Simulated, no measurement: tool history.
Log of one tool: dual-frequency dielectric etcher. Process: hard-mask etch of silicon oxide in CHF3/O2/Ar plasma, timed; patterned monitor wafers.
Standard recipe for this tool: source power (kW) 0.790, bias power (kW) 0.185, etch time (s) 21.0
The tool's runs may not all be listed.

| run | hour | source power (kW) | bias power (kW) | etch time (s) | read-back reference wafer on the same gauge, depth_nm | mean etch depth across the wafer (nm) |
|---|---|---|---|---|---|---|
| 1 | 0.0 | 0.790 | 0.185 | 21.0 | 64.37 | 51.87 |
| 2 | 17.9 | 0.790 | 0.185 | 24.0 | 64.46 | 59.35 |
| 3 | 29.6 | 0.790 | 0.185 | 24.0 | 64.52 | 59.37 |
| 4 | 78.9 | 0.790 | 0.185 | 24.0 | 64.37 | 59.08 |
| 5 | 86.5 | 0.790 | 0.185 | 21.0 | 64.38 | 51.52 |
| 6 | 95.8 | 0.790 | 0.162 | 21.0 | 64.40 | 49.44 |
| 7 | 111.4 | 0.790 | 0.214 | 21.0 | 64.43 | 53.22 |
| 8 | 128.6 | 0.790 | 0.214 | 21.0 | 64.39 | 53.19 |
|  | 139.2 | gauge calibrated |
| 9 | 142.9 | 0.790 | 0.185 | 21.0 | 64.40 | 50.88 |
| 10 | 150.1 | 0.790 | 0.185 | 21.0 | 64.44 | 50.91 |
| 11 | 159.7 | 0.790 | 0.185 | 21.0 | 64.43 | 51.29 |
| 12 | 165.8 | 0.790 | 0.185 | 21.0 | 64.46 | 50.87 |
| 13 | 175.4 | 0.790 | 0.185 | 24.0 | 64.55 | 58.83 |
|  | 199.8 | wet clean of the chamber |
|  | 217.0 | upper electrode replaced, of another model than before |
| 14 | 217.5 | 0.920 | 0.141 | 19.0 | 64.39 | 50.79 |
| 15 | 217.8 | 0.610 | 0.155 | 23.5 | 64.32 | 50.41 |
| 16 | 218.1 | 0.890 | 0.167 | 17.5 | 64.37 | 47.16 |
|  | 225.2 | source power generator calibrated |
|  | 229.5 | bias power generator calibrated |
| 17 | 258.1 | 0.990 | 0.221 | 21.0 | 64.29 | 63.05 |
| 18 | 268.7 | 0.890 | 0.185 | 16.0 | 64.42 | 43.82 |
| 19 | 276.6 | 0.790 | 0.185 | 21.0 | 64.51 | 54.18 |
| 20 | 284.4 | 0.790 | 0.140 | 16.5 | 64.54 | 40.48 |
| 21 | 299.2 | 0.650 | 0.212 | 18.0 | 64.48 | 42.48 |
| 22 | 307.7 | 0.790 | 0.185 | 21.0 | 64.44 | 54.26 |

What was the tool's hidden state at every run in the log?
source power that arrives over what is set, %: 0, the same for each run
bias power that arrives over what is set, %: 0, the same for each run
gauge reads high (%): 0, the same for each run
H1: etch rate over this chamber's usual, %
| run | H1 |
|---|---|
| 1 | -4.05 |
| 2 | -4.2 |
| 3 | -4.3 |
| 4 | -4.71 |
| 5 | -4.78 |
| 6 | -4.85 |
| 7 | -4.98 |
| 8 | -5.13 |
| 9 | -5.25 |
| 10 | -5.31 |
| 11 | -5.39 |
| 12 | -5.44 |
| 13 | -5.52 |
| 14 | 0.183 |
| 15 | 0.181 |
| 16 | 0.178 |
| 17 | -0.157 |
| 18 | -0.246 |
| 19 | -0.312 |
| 20 | -0.378 |
| 21 | -0.502 |
| 22 | -0.573 |
